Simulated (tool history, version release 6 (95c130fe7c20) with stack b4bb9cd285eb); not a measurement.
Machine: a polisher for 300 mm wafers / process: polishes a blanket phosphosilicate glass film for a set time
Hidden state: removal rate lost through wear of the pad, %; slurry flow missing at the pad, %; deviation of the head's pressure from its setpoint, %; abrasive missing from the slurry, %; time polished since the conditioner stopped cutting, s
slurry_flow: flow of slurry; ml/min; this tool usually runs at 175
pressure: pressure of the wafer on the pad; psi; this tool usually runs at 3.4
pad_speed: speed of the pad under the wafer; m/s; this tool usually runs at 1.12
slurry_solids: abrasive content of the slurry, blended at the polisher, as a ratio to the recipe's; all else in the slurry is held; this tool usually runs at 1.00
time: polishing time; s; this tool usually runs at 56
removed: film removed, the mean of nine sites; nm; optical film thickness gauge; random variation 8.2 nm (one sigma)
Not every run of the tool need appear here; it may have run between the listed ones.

run   hour  slurry_flow  pressure  pad_speed  slurry_solids  time  wafers since the last listed run  wafers polished on this pad  hours since the slurry nozzle was cleaned  hours since the head pressure was calibrated  hours since the slurry blender was calibrated  hours since the conditioning disc was replaced  incoming thickness of the incoming film, nm  removed
  1    0.0          175       3.4       1.12           1.00    56                                 0                            6                                      185.9                                         807.9                                           47.7                                           199.9                                       2111.2    491.6
       9.1  -- conditioning disc replaced and pad reconditioned
  2    9.5          175       3.4       1.12           1.00    56                               101                          108                                      195.4                                         817.4                                           57.2                                             0.4                                       2105.6    540.8
      13.5  -- slurry nozzle cleaned
  3   25.4          200       3.4       1.12           1.00    56                               200                          309                                       11.9                                         833.3                                           73.1                                            16.3                                       2149.9    554.8
      37.9  -- head pressure recalibrated
  4   42.6          175       3.4       1.04           1.00    56                               205                          514                                       29.1                                           4.7                                           90.3                                            33.5                                       2128.0    499.7
  5   53.2          175       3.4       1.04           1.00    56                               142                          657                                       39.7                                          15.3                                          100.9                                            44.1                                       2109.8    505.7
  6   60.4          175       3.4       1.12           1.30    56                                97                          754                                       46.9                                          22.5                                          108.1                                            51.3                                       2129.2    612.1
  7   70.5          190       2.8       0.82           1.00    38                               136                          890                                       57.0                                          32.6                                          118.2                                            61.4                                       2124.9    260.8
      84.2  -- slurry blender recalibrated
  8   84.7          220       3.0       1.12           1.25    62                               164                         1054                                       71.2                                          46.8                                            0.5                                            75.6                                       2088.1    605.3
  9   91.1          175       3.4       1.12           1.00    56                                86                         1141                                       77.6                                          53.2                                            6.9                                            82.0                                       2162.1    532.6
     104.2  -- worn pad replaced by a new one
 10  105.7          175       2.2       1.24           1.00    56                               142                           19                                       92.2                                          67.8                                           21.5                                            96.6                                       2156.3    447.6
 11  121.0          190       3.4       1.12           1.00    56                               206                          226                                      107.5                                          83.1                                           36.8                                           111.9                                       2115.2    528.2
 12  138.0          175       3.4       1.12           1.00    56                               229                          455                                      124.5                                         100.1                                           53.8                                           128.9                                       2141.8    510.5
 13  149.5          120       3.4       1.12           1.00    56                               155                          610                                      136.0                                         111.6                                           65.3                                           140.4                                       2117.3    484.7
 14  157.1          175       3.4       1.12           1.00    56                               102                          713                                      143.6                                         119.2                                           72.9                                           148.0                                       2127.3    495.2
 15  166.6          175       2.4       1.12           1.00    56                               128                          841                                      153.1                                         128.7                                           82.4                                           157.5                                       2135.9    421.3
 16  173.0          175       3.4       1.12           1.00    56                                86                          927                                      159.5                                         135.1                                           88.8                                           163.9                                       2096.3    500.7
 17  187.2          175       3.4       1.04           1.00    56                               191                         1119                                      173.7                                         149.3                                          103.0                                           178.1                                       2131.4    483.5
 18  202.6          175       3.0       0.76           1.00    43                               207                         1326                                      189.1                                         164.7                                          118.4                                           193.5                                       2151.4    258.5
     215.1  -- worn pad replaced by a new one
 19  215.6          175       4.1       1.12           1.00    56                               121                            6                                      202.1                                         177.7                                          131.4                                           206.5                                       2136.3    541.6
     222.9  -- conditioning disc replaced and pad reconditioned
     227.1  -- slurry blender recalibrated
 20  230.5          175       3.4       1.12           1.00    39                               147                          153                                      217.0                                         192.6                                            3.4                                             7.6                                       2166.7    389.9
     238.8  -- slurry nozzle cleaned
 21  277.5          175       3.4       1.12           1.20    37                               620                          773                                       38.7                                         239.6                                           50.4                                            54.6                                       2094.9    386.6
 22  290.3          175       3.4       1.12           0.75    41                               172                          946                                       51.5                                         252.4                                           63.2                                            67.4                                       2098.5    329.5
 23  297.9          120       2.5       1.12           1.00    50                               102                         1048                                       59.1                                         260.0                                           70.8                                            75.0                                       2103.3    377.5
 24  311.1          175       3.4       1.12           1.20    37                               178                         1226                                       72.3                                         273.2                                           84.0                                            88.2                                       2120.1    381.1
     318.4  -- worn pad replaced by a new one
 25  326.6          175       3.4       1.12           1.00    56                               155                          111                                       87.8                                         288.7                                           99.5                                           103.7                                       2107.3    532.0

Predict each of these 4 candidate next runs independently; none follows another, all start after run 25:
  A  327.0          175       3.4       1.12           1.00    74                                 5                          116                                       88.2                                         289.1                                           99.9                                           104.1                                       2122.7        ?
  B  327.0          175       3.4       0.82           1.00    56                                 5                          116                                       88.2                                         289.1                                           99.9                                           104.1                                       2122.7        ?
  C  327.0          175       3.4       0.90           1.00    69                                 5                          116                                       88.2                                         289.1                                           99.9                                           104.1                                       2122.7        ?
  D  327.0          235       3.0       0.82           1.00    56                                 5                          116                                       88.2                                         289.1                                           99.9                                           104.1                                       2122.7        ?

run  removed
  A    690.0
  B    412.7
  C    545.7
  D    398.5
Take away the tool's hidden state, keep each run's random variation, and the runs would have read:
run  removed
  A    732.4
  B    431.9
  C    573.3
  D    415.8

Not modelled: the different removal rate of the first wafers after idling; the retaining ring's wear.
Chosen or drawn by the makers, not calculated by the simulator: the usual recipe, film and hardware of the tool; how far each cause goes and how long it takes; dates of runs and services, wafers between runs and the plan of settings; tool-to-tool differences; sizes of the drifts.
